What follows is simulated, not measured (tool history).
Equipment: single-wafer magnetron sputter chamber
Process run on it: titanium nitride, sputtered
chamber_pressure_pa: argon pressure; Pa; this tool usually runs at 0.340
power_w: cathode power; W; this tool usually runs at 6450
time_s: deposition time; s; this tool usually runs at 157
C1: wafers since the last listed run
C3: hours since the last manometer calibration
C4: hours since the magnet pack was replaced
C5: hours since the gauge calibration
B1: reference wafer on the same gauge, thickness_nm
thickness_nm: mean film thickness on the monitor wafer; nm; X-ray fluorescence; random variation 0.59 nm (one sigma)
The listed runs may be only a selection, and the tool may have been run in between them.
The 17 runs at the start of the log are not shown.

run 18 hour=1559.4 | chamber_pressure_pa=0.459 power_w=7700 time_s=157 | C1=830 wafers_on_the_sputter_target=2354 C3=1227.0 C4=7040.3 C5=364.2 | B1=170.103 | thickness_nm=204.879
run 19 hour=1606.0 | chamber_pressure_pa=0.340 power_w=7550 time_s=157 | C1=517 wafers_on_the_sputter_target=2872 C3=1273.6 C4=7086.9 C5=410.8 | B1=170.000 | thickness_nm=209.310
run 20 hour=1652.5 | chamber_pressure_pa=0.279 power_w=7850 time_s=146 | C1=516 wafers_on_the_sputter_target=3388 C3=1320.1 C4=7133.4 C5=457.3 | B1=170.091 | thickness_nm=201.404
run 21 hour=1704.5 | chamber_pressure_pa=0.340 power_w=6450 time_s=157 | C1=577 wafers_on_the_sputter_target=3966 C3=1372.1 C4=7185.4 C5=509.3 | B1=169.957 | thickness_nm=191.898
-- hour=1753.8 magnet pack replaced
-- hour=1790.4 capacitance manometer re-zeroed and calibrated
run 22 hour=1793.1 | chamber_pressure_pa=0.340 power_w=6450 time_s=157 | C1=806 wafers_on_the_sputter_target=4773 C3=2.7 C4=39.3 C5=597.9 | B1=170.040 | thickness_nm=188.131
run 23 hour=1877.2 | chamber_pressure_pa=0.291 power_w=6450 time_s=182 | C1=934 wafers_on_the_sputter_target=5707 C3=86.8 C4=123.4 C5=682.0 | B1=170.229 | thickness_nm=221.508
run 24 hour=1958.6 | chamber_pressure_pa=0.340 power_w=6450 time_s=157 | C1=904 wafers_on_the_sputter_target=6612 C3=168.2 C4=204.8 C5=763.4 | B1=170.130 | thickness_nm=186.058
run 25 hour=2009.4 | chamber_pressure_pa=0.340 power_w=6450 time_s=179 | C1=564 wafers_on_the_sputter_target=7176 C3=219.0 C4=255.6 C5=814.2 | B1=170.084 | thickness_nm=212.485
-- hour=2019.1 sputter target and shields replaced
run 26 hour=2046.7 | chamber_pressure_pa=0.340 power_w=6450 time_s=157 | C1=325 wafers_on_the_sputter_target=306 C3=256.3 C4=292.9 C5=851.5 | B1=170.020 | thickness_nm=191.552
run 27 hour=2110.9 | chamber_pressure_pa=0.215 power_w=6450 time_s=157 | C1=713 wafers_on_the_sputter_target=1020 C3=320.5 C4=357.1 C5=915.7 | B1=170.140 | thickness_nm=198.927
run 28 hour=2175.4 | chamber_pressure_pa=0.340 power_w=6450 time_s=157 | C1=716 wafers_on_the_sputter_target=1736 C3=385.0 C4=421.6 C5=980.2 | B1=169.927 | thickness_nm=191.332
run 29 hour=2282.4 | chamber_pressure_pa=0.340 power_w=6450 time_s=157 | C1=1188 wafers_on_the_sputter_target=2925 C3=492.0 C4=528.6 C5=1087.2 | B1=169.963 | thickness_nm=189.788
run 30 hour=2358.2 | chamber_pressure_pa=0.475 power_w=5400 time_s=165 | C1=842 wafers_on_the_sputter_target=3767 C3=567.8 C4=604.4 C5=1163.0 | B1=169.760 | thickness_nm=175.203
run 31 hour=2402.0 | chamber_pressure_pa=0.302 power_w=5800 time_s=176 | C1=486 wafers_on_the_sputter_target=4254 C3=611.6 C4=648.2 C5=1206.8 | B1=170.085 | thickness_nm=202.898
run 32 hour=2465.4 | chamber_pressure_pa=0.295 power_w=7650 time_s=129 | C1=704 wafers_on_the_sputter_target=4959 C3=675.0 C4=711.6 C5=1270.2 | B1=169.845 | thickness_nm=172.066
run 33 hour=2566.7 | chamber_pressure_pa=0.434 power_w=6450 time_s=157 | C1=1125 wafers_on_the_sputter_target=6084 C3=776.3 C4=812.9 C5=1371.5 | B1=169.925 | thickness_nm=184.062
run 34 hour=2620.3 | chamber_pressure_pa=0.340 power_w=5600 time_s=157 | C1=595 wafers_on_the_sputter_target=6680 C3=829.9 C4=866.5 C5=1425.1 | B1=170.039 | thickness_nm=175.081
run 35 hour=2708.8 | chamber_pressure_pa=0.340 power_w=6450 time_s=157 | C1=983 wafers_on_the_sputter_target=7663 C3=918.4 C4=955.0 C5=1513.6 | B1=169.839 | thickness_nm=186.655

Here are 3 independent what-if runs from the current tool condition. What would each one return?
run A hour=2709.2 | chamber_pressure_pa=0.340 power_w=6450 time_s=157 | C1=4 wafers_on_the_sputter_target=7668 C3=918.8 C4=955.4 C5=1514.0 | B1=? | thickness_nm=?
run B hour=2709.2 | chamber_pressure_pa=0.449 power_w=6450 time_s=157 | C1=4 wafers_on_the_sputter_target=7668 C3=918.8 C4=955.4 C5=1514.0 | B1=? | thickness_nm=?
run C hour=2709.2 | chamber_pressure_pa=0.340 power_w=6450 time_s=136 | C1=4 wafers_on_the_sputter_target=7668 C3=918.8 C4=955.4 C5=1514.0 | B1=? | thickness_nm=?

run=A B1=169.993 thickness_nm=187.238
run=B B1=169.993 thickness_nm=181.669
run=C B1=169.993 thickness_nm=162.193
With no hidden state in the tool, these same runs would have given:
run=A thickness_nm=192.234
run=B thickness_nm=186.100
run=C thickness_nm=166.522
